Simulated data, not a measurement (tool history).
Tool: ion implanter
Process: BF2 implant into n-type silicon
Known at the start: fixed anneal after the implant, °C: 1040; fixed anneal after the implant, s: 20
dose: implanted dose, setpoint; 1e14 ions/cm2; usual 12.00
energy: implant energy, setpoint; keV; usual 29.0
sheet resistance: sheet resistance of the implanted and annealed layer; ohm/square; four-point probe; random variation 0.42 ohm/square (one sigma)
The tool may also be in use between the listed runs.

run     day   dose  energy  read-back reference wafer on the same gauge, sheet resistance  sheet resistance
  1   0.000  12.00    24.5                                                         120.97            134.30
  2   2.246  12.00    29.0                                                         121.11            127.77
  3   5.192  12.00    34.5                                                         120.91            122.19
  4   7.225  12.00    34.5                                                         120.98            122.48
  5  10.196  10.60    29.0                                                         120.93            138.00
  6  11.788  10.60    29.0                                                         121.04            137.77
  7  13.096  10.60    29.0                                                         121.10            137.06
     13.254  -- gauge calibrated
  8  14.821  10.14    29.0                                                         121.11            142.93
  9  15.842  12.00    29.0                                                         120.98            129.10
 10  17.896   9.23    22.5                                                         121.07            160.77
 11  19.517  10.88    22.5                                                         120.99            146.25
 12  20.900  10.83    32.5                                                         120.95            133.64
     22.096  -- extraction supply calibrated
     22.133  -- Faraday cup replaced and dose calibrated
 13  22.421  14.51    24.5                                                         120.97            123.80
 14  23.962  14.12    29.0                                                         121.04            116.90
 15  25.500  11.05    29.0                                                         120.89            131.75
 16  26.767  14.03    29.0                                                         120.97            117.11
 17  28.612   9.91    38.5                                                         120.91            131.10

Forecast each of these 3 alternatives for the next run:
  A  28.629  12.00    20.5                                                              ?                 ?
  B  28.629  12.00    22.5                                                              ?                 ?
  C  28.629  13.57    33.0                                                              ?                 ?

run  read-back reference wafer on the same gauge, sheet resistance  sheet resistance
  A                                                         120.90            138.73
  B                                                         120.90            134.83
  C                                                         120.90            113.38
Without the tool's hidden state the same runs would have given:
run  sheet resistance
  A            138.75
  B            134.84
  C            113.39
